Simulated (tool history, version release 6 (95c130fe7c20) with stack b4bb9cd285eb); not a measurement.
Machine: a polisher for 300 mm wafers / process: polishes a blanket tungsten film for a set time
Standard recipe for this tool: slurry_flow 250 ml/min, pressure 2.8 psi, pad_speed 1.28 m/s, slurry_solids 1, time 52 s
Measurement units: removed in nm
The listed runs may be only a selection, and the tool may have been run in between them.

| run | hour | slurry_flow | pressure | pad_speed | slurry_solids | time | wafers since the last listed run | wafers polished on this pad | hours since the slurry nozzle was cleaned | hours since the head pressure was calibrated | hours since the slurry blender was calibrated | hours since the slurry got fresh peroxide | incoming thickness of the incoming film, nm | removed |
|---|---|---|---|---|---|---|---|---|---|---|---|---|---|---|
| 1 | 0 | 250 | 3 | 1.28 | 1.2 | 52 | 0 | 1088 | 408.1 | 1157 | 0.5 | 99.6 | 894.9 | 268.4 |
| 2 | 30.1 | 250 | 3 | 1.28 | 1.2 | 52 | 247 | 1335 | 438.2 | 1187.1 | 30.6 | 129.7 | 892 | 258 |
|  | 49.1 | worn pad replaced by a new one |
| 3 | 58 | 250 | 2.1 | 1.28 | 1 | 52 | 196 | 72 | 466.1 | 1215 | 58.5 | 157.6 | 898.3 | 175 |
| 4 | 91.8 | 250 | 2.1 | 1.28 | 1 | 52 | 277 | 350 | 499.9 | 1248.8 | 92.3 | 191.4 | 906.7 | 174.3 |
|  | 109.2 | slurry tank refilled with fresh slurry and peroxide |
| 5 | 120.6 | 250 | 2.8 | 1.28 | 1 | 52 | 228 | 578 | 528.7 | 1277.6 | 121.1 | 11.4 | 912.9 | 232.3 |
| 6 | 136.4 | 250 | 2.8 | 1.28 | 1 | 52 | 129 | 708 | 544.5 | 1293.4 | 136.9 | 27.2 | 915.6 | 230.6 |
| 7 | 149.6 | 250 | 2.8 | 1.28 | 1 | 52 | 108 | 816 | 557.7 | 1306.6 | 150.1 | 40.4 | 909.6 | 231.8 |
| 8 | 164.6 | 250 | 2.8 | 1.28 | 1 | 52 | 123 | 939 | 572.7 | 1321.6 | 165.1 | 55.4 | 894.7 | 230.2 |
| 9 | 185 | 250 | 2.8 | 1.28 | 1.15 | 52 | 167 | 1107 | 593.1 | 1342 | 185.5 | 75.8 | 881.4 | 238.9 |
|  | 187.2 | slurry blender recalibrated |
| 10 | 213.8 | 250 | 2.8 | 1.28 | 1.15 | 52 | 220 | 1327 | 621.9 | 1370.8 | 26.6 | 104.6 | 886.9 | 239.3 |
|  | 232.7 | worn pad replaced by a new one |
|  | 244.2 | head pressure recalibrated |
| 11 | 269.4 | 305 | 2.8 | 1.28 | 1 | 52 | 407 | 284 | 677.5 | 25.2 | 82.2 | 160.2 | 894.5 | 230.8 |
| 12 | 296.1 | 305 | 3.1 | 1.28 | 1.15 | 52 | 219 | 503 | 704.2 | 51.9 | 108.9 | 186.9 | 899.5 | 265.2 |
|  | 308.3 | slurry tank refilled with fresh slurry and peroxide |
| 13 | 325.9 | 250 | 2.8 | 1.28 | 1 | 52 | 236 | 740 | 734 | 81.7 | 138.7 | 17.6 | 884.6 | 224.6 |
| 14 | 350.3 | 250 | 2.8 | 1.28 | 1 | 45 | 200 | 940 | 758.4 | 106.1 | 163.1 | 42 | 897.6 | 192.3 |
| 15 | 371.3 | 250 | 2.8 | 0.98 | 1 | 66 | 172 | 1112 | 779.4 | 127.1 | 184.1 | 63 | 891.9 | 218.2 |
|  | 382.7 | slurry blender recalibrated |
| 16 | 388.3 | 190 | 2.8 | 1.28 | 1.3 | 52 | 123 | 1236 | 796.4 | 144.1 | 5.6 | 80 | 895.5 | 219.7 |
| 17 | 411.8 | 250 | 2.8 | 1.28 | 1 | 45 | 192 | 1429 | 819.9 | 167.6 | 29.1 | 103.5 | 918.9 | 182.9 |
|  | 444.8 | worn pad replaced by a new one |
| 18 | 445.3 | 250 | 2.8 | 1.28 | 1 | 52 | 242 | 3 | 853.4 | 201.1 | 62.6 | 137 | 885.2 | 218.8 |
| 19 | 459.6 | 250 | 2.8 | 1.28 | 1 | 52 | 117 | 121 | 867.7 | 215.4 | 76.9 | 151.3 | 898.4 | 206.6 |
|  | 511.5 | slurry tank refilled with fresh slurry and peroxide |
|  | 561.8 | slurry nozzle cleaned |
| 20 | 566.7 | 250 | 2.8 | 1.28 | 1 | 52 | 862 | 984 | 4.9 | 322.5 | 184 | 55.2 | 893.5 | 240.9 |
| 21 | 585.2 | 250 | 2.8 | 0.94 | 1 | 67 | 151 | 1135 | 23.4 | 341 | 202.5 | 73.7 | 897.9 | 239.3 |
|  | 598.9 | slurry blender recalibrated |
| 22 | 605 | 250 | 2.5 | 0.9 | 0.85 | 35 | 146 | 1282 | 43.2 | 360.8 | 6.1 | 93.5 | 912.3 | 103.5 |
|  | 623.7 | worn pad replaced by a new one |
| 23 | 637.6 | 250 | 2.8 | 1.28 | 1 | 52 | 234 | 113 | 75.8 | 393.4 | 38.7 | 126.1 | 899.7 | 239 |
|  | 676.5 | slurry tank refilled with fresh slurry and peroxide |
| 24 | 742.2 | 310 | 2.8 | 1.28 | 1 | 63 | 850 | 964 | 180.4 | 498 | 143.3 | 65.7 | 914.3 | 298.9 |
| 25 | 769.9 | 210 | 3.4 | 1.28 | 1 | 64 | 227 | 1191 | 208.1 | 525.7 | 171 | 93.4 | 896.1 | 349.2 |

Hidden state or all else? Some run-to-run changes of removed, split into what the settings, what came in and random variation would give without the hidden state, and what is left for the hidden state (with any gauge scatter that isn't in both results):
Hidden state present: removal rate lost through wear of the pad, %; slurry flow missing at the pad, %; deviation of the head's pressure from its setpoint, %; abrasive missing from the slurry, %; peroxide lost from the slurry, %.
Run 16 -> 17: slurry_flow 190 -> 250, slurry_solids 1.3 -> 1, time 52 -> 45. removed -36.8 nm: hidden state +10.6, all else -47.4.
Run 19 -> 20: slurry tank refilled with fresh slurry and peroxide, slurry nozzle cleaned. removed +34.3 nm: hidden state +30.7, all else +3.6.
Run 21 -> 22: pressure 2.8 -> 2.5, pad_speed 0.94 -> 0.9, slurry_solids 1 -> 0.85, time 67 -> 35, slurry blender recalibrated. removed -135.8 nm: hidden state +0.3, all else -136.1.
Run 22 -> 23: pressure 2.5 -> 2.8, pad_speed 0.9 -> 1.28, slurry_solids 0.85 -> 1, time 35 -> 52, worn pad replaced by a new one. removed +135.5 nm: hidden state -0.3, all else +135.8.

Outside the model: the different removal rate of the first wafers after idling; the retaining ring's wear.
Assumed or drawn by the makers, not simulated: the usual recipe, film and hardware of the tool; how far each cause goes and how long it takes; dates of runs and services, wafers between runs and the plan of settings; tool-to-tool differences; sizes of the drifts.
